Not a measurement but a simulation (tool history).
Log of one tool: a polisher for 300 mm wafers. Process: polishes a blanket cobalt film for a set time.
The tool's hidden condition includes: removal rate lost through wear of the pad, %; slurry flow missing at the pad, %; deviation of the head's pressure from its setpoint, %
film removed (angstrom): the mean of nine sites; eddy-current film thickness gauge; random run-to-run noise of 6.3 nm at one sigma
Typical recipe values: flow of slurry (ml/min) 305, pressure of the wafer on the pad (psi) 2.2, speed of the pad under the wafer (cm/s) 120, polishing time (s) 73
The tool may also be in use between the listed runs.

| run | day | flow of slurry (ml/min) | pressure of the wafer on the pad (psi) | speed of the pad under the wafer (cm/s) | polishing time (s) | wafers since the last listed run | wafers polished on this pad | hours since the slurry nozzle was cleaned | hours since the head pressure was calibrated | incoming thickness of the incoming film, nm | film removed (angstrom) |
|---|---|---|---|---|---|---|---|---|---|---|---|
| 1 | 0.000 | 305 | 1.8 | 120 | 73 | 0 | 2309 | 679.5 | 315.4 | 1403.6 | 5185 |
|  | 1.008 | slurry nozzle cleaned |
|  | 2.604 | worn pad replaced by a new one |
| 2 | 2.683 | 305 | 1.8 | 120 | 73 | 477 | 15 | 40.2 | 379.8 | 1425.8 | 5276 |
| 3 | 4.883 | 305 | 2.2 | 120 | 73 | 424 | 439 | 93.0 | 432.6 | 1405.3 | 6038 |
|  | 6.554 | head pressure recalibrated |
| 4 | 7.642 | 305 | 2.2 | 120 | 73 | 515 | 955 | 159.2 | 26.1 | 1404.9 | 5683 |
| 5 | 9.783 | 305 | 2.2 | 120 | 73 | 412 | 1368 | 210.6 | 77.5 | 1398.8 | 5723 |
| 6 | 11.271 | 385 | 2.2 | 120 | 73 | 286 | 1655 | 246.3 | 113.2 | 1408.2 | 5786 |
| 7 | 12.933 | 385 | 2.2 | 120 | 73 | 320 | 1975 | 286.2 | 153.1 | 1407.9 | 5844 |
| 8 | 15.504 | 305 | 1.6 | 120 | 73 | 495 | 2471 | 347.9 | 214.8 | 1394.3 | 4676 |
| 9 | 17.967 | 305 | 1.6 | 120 | 73 | 474 | 2945 | 407.0 | 273.9 | 1382.8 | 4787 |
|  | 19.062 | worn pad replaced by a new one |
| 10 | 20.362 | 305 | 2.2 | 120 | 73 | 429 | 250 | 464.5 | 331.4 | 1389.8 | 5986 |
| 11 | 21.596 | 305 | 2.2 | 120 | 73 | 237 | 488 | 494.1 | 361.0 | 1397.7 | 5997 |
| 12 | 22.725 | 305 | 2.2 | 120 | 73 | 217 | 706 | 521.2 | 388.1 | 1422.3 | 5948 |
|  | 23.662 | head pressure recalibrated |
|  | 25.075 | slurry nozzle cleaned |
| 13 | 25.096 | 305 | 2.2 | 120 | 73 | 432 | 1139 | 0.5 | 34.4 | 1376.6 | 5621 |
| 14 | 27.221 | 305 | 2.2 | 120 | 73 | 409 | 1548 | 51.5 | 85.4 | 1396.3 | 5608 |
| 15 | 29.321 | 305 | 2.2 | 120 | 73 | 404 | 1953 | 101.9 | 135.8 | 1368.4 | 5716 |
| 16 | 31.554 | 305 | 2.2 | 86 | 73 | 430 | 2384 | 155.5 | 189.4 | 1418.5 | 4203 |
|  | 33.208 | worn pad replaced by a new one |
| 17 | 33.229 | 305 | 1.7 | 120 | 73 | 290 | 4 | 195.7 | 229.6 | 1386.0 | 4903 |
| 18 | 35.267 | 265 | 2.2 | 94 | 73 | 392 | 396 | 244.6 | 278.5 | 1399.2 | 4462 |
| 19 | 38.092 | 305 | 2.2 | 120 | 73 | 544 | 941 | 312.4 | 346.3 | 1391.1 | 6024 |
| 20 | 39.871 | 305 | 1.9 | 92 | 73 | 342 | 1284 | 355.1 | 389.0 | 1403.8 | 4104 |
| 21 | 42.433 | 305 | 2.5 | 90 | 87 | 493 | 1778 | 416.6 | 450.5 | 1411.6 | 5895 |
|  | 43.654 | head pressure recalibrated |
| 22 | 44.467 | 275 | 2.7 | 88 | 73 | 375 | 2154 | 465.4 | 19.5 | 1404.7 | 4838 |
| 23 | 46.271 | 390 | 2.6 | 98 | 52 | 347 | 2502 | 508.7 | 62.8 | 1417.0 | 3769 |
|  | 47.512 | slurry nozzle cleaned |
|  | 47.796 | worn pad replaced by a new one |
| 24 | 47.917 | 215 | 2.2 | 120 | 73 | 277 | 23 | 9.7 | 102.3 | 1394.1 | 5452 |
| 25 | 49.221 | 305 | 2.9 | 120 | 73 | 251 | 274 | 41.0 | 133.6 | 1417.6 | 7053 |
| 26 | 51.221 | 305 | 2.2 | 120 | 73 | 385 | 660 | 89.0 | 181.6 | 1376.6 | 5750 |
| 27 | 53.167 | 240 | 1.5 | 120 | 73 | 375 | 1035 | 135.7 | 228.3 | 1384.7 | 4423 |
| 28 | 54.567 | 305 | 2.2 | 120 | 73 | 269 | 1305 | 169.3 | 261.9 | 1392.0 | 5859 |
| 29 | 55.729 | 305 | 2.4 | 98 | 73 | 224 | 1529 | 197.2 | 289.8 | 1395.1 | 5198 |
| 30 | 58.354 | 305 | 2.5 | 120 | 73 | 506 | 2035 | 260.2 | 352.8 | 1396.6 | 6560 |
|  | 61.112 | head pressure recalibrated |
| 31 | 61.133 | 305 | 2.2 | 120 | 73 | 519 | 2554 | 326.9 | 0.5 | 1394.0 | 5586 |
|  | 62.746 | worn pad replaced by a new one |
| 32 | 63.933 | 305 | 2.2 | 120 | 73 | 507 | 229 | 394.1 | 67.7 | 1384.1 | 5685 |
| 33 | 66.279 | 305 | 2.2 | 120 | 73 | 452 | 681 | 450.4 | 124.0 | 1374.6 | 5730 |
| 34 | 69.129 | 305 | 2.2 | 120 | 73 | 549 | 1230 | 518.8 | 192.4 | 1423.6 | 5882 |
|  | 70.129 | slurry nozzle cleaned |
| 35 | 70.150 | 305 | 2.2 | 120 | 54 | 188 | 1419 | 0.5 | 216.9 | 1417.5 | 4279 |
| 36 | 72.179 | 305 | 2.5 | 90 | 87 | 391 | 1810 | 49.2 | 265.6 | 1399.4 | 5868 |
| 37 | 74.100 | 380 | 2.2 | 120 | 73 | 370 | 2181 | 95.3 | 311.7 | 1392.0 | 6045 |

Forecast each of these 3 alternatives for the next run:
| A | 74.117 | 305 | 2.2 | 120 | 73 | 3 | 2184 | 95.7 | 312.1 | 1381.2 | ? |
| B | 74.117 | 205 | 2.2 | 120 | 73 | 3 | 2184 | 95.7 | 312.1 | 1381.2 | ? |
| C | 74.117 | 305 | 2.2 | 82 | 51 | 3 | 2184 | 95.7 | 312.1 | 1381.2 | ? |

| run | film removed (angstrom) |
|---|---|
| A | 5922 |
| B | 5675 |
| C | 2827 |
Take away the tool's hidden state, keep each run's random variation, and the runs would have read:
| run | film removed (angstrom) |
|---|---|
| A | 5581 |
| B | 5348 |
| C | 2664 |
